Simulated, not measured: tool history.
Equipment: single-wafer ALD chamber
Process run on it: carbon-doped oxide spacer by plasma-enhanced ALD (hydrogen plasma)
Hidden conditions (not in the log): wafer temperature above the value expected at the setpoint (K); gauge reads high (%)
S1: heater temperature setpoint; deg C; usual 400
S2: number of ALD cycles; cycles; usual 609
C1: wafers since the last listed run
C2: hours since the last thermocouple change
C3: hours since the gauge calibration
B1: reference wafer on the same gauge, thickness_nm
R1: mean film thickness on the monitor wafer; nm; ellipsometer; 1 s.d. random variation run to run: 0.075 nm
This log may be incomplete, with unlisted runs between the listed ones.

run 1 day=0 | S1=400 S2=609 | C1=0 C2=1725.6 C3=393.6 | B1=28.302 | R1=29.603
run 2 day=0.592 | S1=392 S2=609 | C1=5 C2=1739.8 C3=407.8 | B1=28.298 | R1=29.981
run 3 day=1.488 | S1=392 S2=609 | C1=7 C2=1761.3 C3=429.3 | B1=28.306 | R1=30.002
run 4 day=2.721 | S1=392 S2=609 | C1=10 C2=1790.9 C3=458.9 | B1=28.284 | R1=30.057
run 5 day=4.067 | S1=400 S2=609 | C1=11 C2=1823.2 C3=491.2 | B1=28.296 | R1=29.543
run 6 day=4.654 | S1=400 S2=609 | C1=5 C2=1837.3 C3=505.3 | B1=28.3 | R1=29.556
run 7 day=5.225 | S1=400 S2=609 | C1=5 C2=1851 C3=519 | B1=28.299 | R1=29.589
run 8 day=6.462 | S1=400 S2=609 | C1=11 C2=1880.7 C3=548.7 | B1=28.306 | R1=29.546
run 9 day=7.2 | S1=400 S2=609 | C1=6 C2=1898.4 C3=566.4 | B1=28.306 | R1=29.462
-- day=7.283 gauge calibrated
run 10 day=7.712 | S1=400 S2=609 | C1=4 C2=1910.7 C3=10.3 | B1=28.304 | R1=29.582
run 11 day=8.692 | S1=400 S2=609 | C1=8 C2=1934.2 C3=33.8 | B1=28.28 | R1=29.598
run 12 day=10 | S1=400 S2=609 | C1=11 C2=1965.6 C3=65.2 | B1=28.311 | R1=29.591
run 13 day=10.717 | S1=400 S2=609 | C1=6 C2=1982.8 C3=82.4 | B1=28.289 | R1=29.507
run 14 day=11.279 | S1=400 S2=609 | C1=5 C2=1996.3 C3=95.9 | B1=28.306 | R1=29.441
run 15 day=11.921 | S1=400 S2=522 | C1=5 C2=2011.7 C3=111.3 | B1=28.301 | R1=25.235
run 16 day=12.512 | S1=400 S2=522 | C1=5 C2=2025.9 C3=125.5 | B1=28.3 | R1=25.298
run 17 day=13.921 | S1=411 S2=609 | C1=12 C2=2059.7 C3=159.3 | B1=28.286 | R1=28.719
run 18 day=15.242 | S1=411 S2=609 | C1=11 C2=2091.4 C3=191 | B1=28.311 | R1=28.734
run 19 day=16.275 | S1=411 S2=609 | C1=9 C2=2116.2 C3=215.8 | B1=28.296 | R1=28.567
run 20 day=17.708 | S1=400 S2=609 | C1=12 C2=2150.6 C3=250.2 | B1=28.3 | R1=29.567
run 21 day=18.629 | S1=400 S2=609 | C1=8 C2=2172.7 C3=272.3 | B1=28.304 | R1=29.368
run 22 day=19.696 | S1=410 S2=560 | C1=9 C2=2198.3 C3=297.9 | B1=28.306 | R1=26.458
run 23 day=20.283 | S1=391 S2=555 | C1=5 C2=2212.4 C3=312 | B1=28.295 | R1=27.275
run 24 day=20.946 | S1=396 S2=697 | C1=5 C2=2228.3 C3=327.9 | B1=28.297 | R1=34.024
run 25 day=21.862 | S1=396 S2=673 | C1=8 C2=2250.3 C3=349.9 | B1=28.307 | R1=32.823
-- day=22.804 thermocouple changed; heater temperature recalibrated
run 26 day=23.225 | S1=406 S2=711 | C1=9 C2=10.1 C3=382.6 | B1=28.295 | R1=34.568
run 27 day=24.654 | S1=400 S2=609 | C1=12 C2=44.4 C3=416.9 | B1=28.306 | R1=30.037
run 28 day=25.188 | S1=392 S2=558 | C1=4 C2=57.2 C3=429.7 | B1=28.282 | R1=27.324
run 29 day=26.279 | S1=392 S2=534 | C1=9 C2=83.4 C3=455.9 | B1=28.299 | R1=26.178
run 30 day=27.704 | S1=394 S2=563 | C1=12 C2=117.6 C3=490.1 | B1=28.308 | R1=27.635
run 31 day=28.462 | S1=412 S2=533 | C1=6 C2=135.8 C3=508.3 | B1=28.301 | R1=25.461
run 32 day=31.271 | S1=387 S2=609 | C1=25 C2=203.2 C3=575.7 | B1=28.298 | R1=29.95
run 33 day=32.671 | S1=390 S2=550 | C1=12 C2=236.8 C3=609.3 | B1=28.321 | R1=27.073
run 34 day=33.429 | S1=391 S2=555 | C1=6 C2=255 C3=627.5 | B1=28.297 | R1=27.347
run 35 day=34.829 | S1=414 S2=609 | C1=12 C2=288.6 C3=661.1 | B1=28.3 | R1=28.901
-- day=35.012 gauge calibrated
run 36 day=35.771 | S1=400 S2=609 | C1=8 C2=311.2 C3=18.2 | B1=28.285 | R1=29.847
run 37 day=36.971 | S1=410 S2=642 | C1=10 C2=340 C3=47 | B1=28.306 | R1=30.881
run 38 day=37.783 | S1=396 S2=661 | C1=7 C2=359.5 C3=66.5 | B1=28.285 | R1=32.323
run 39 day=38.667 | S1=415 S2=659 | C1=7 C2=380.7 C3=87.7 | B1=28.3 | R1=31.205
run 40 day=39.762 | S1=400 S2=609 | C1=9 C2=407 C3=114 | B1=28.295 | R1=29.812
run 41 day=43.367 | S1=412 S2=533 | C1=32 C2=493.5 C3=200.5 | B1=28.306 | R1=25.399
run 42 day=44.321 | S1=395 S2=609 | C1=8 C2=516.4 C3=223.4 | B1=28.311 | R1=29.997
run 43 day=45.496 | S1=400 S2=609 | C1=10 C2=544.6 C3=251.6 | B1=28.295 | R1=29.855

Each row is a separate what-if for the run after 43, all from the same tool condition, not one after another. Results?
run A day=45.55 | S1=412 S2=609 | C1=0 C2=545.9 C3=252.9 | B1=? | R1=?
run B day=45.55 | S1=410 S2=545 | C1=0 C2=545.9 C3=252.9 | B1=? | R1=?
run C day=45.55 | S1=400 S2=547 | C1=0 C2=545.9 C3=252.9 | B1=? | R1=?
run D day=45.55 | S1=390 S2=726 | C1=0 C2=545.9 C3=252.9 | B1=? | R1=?

run=A B1=28.302 R1=29.046
run=B B1=28.302 R1=26.135
run=C B1=28.302 R1=26.918
run=D B1=28.302 R1=35.726
Without the tool's hidden state the same runs would have given:
run=A R1=29.019
run=B R1=26.111
run=C R1=26.918
run=D R1=35.726

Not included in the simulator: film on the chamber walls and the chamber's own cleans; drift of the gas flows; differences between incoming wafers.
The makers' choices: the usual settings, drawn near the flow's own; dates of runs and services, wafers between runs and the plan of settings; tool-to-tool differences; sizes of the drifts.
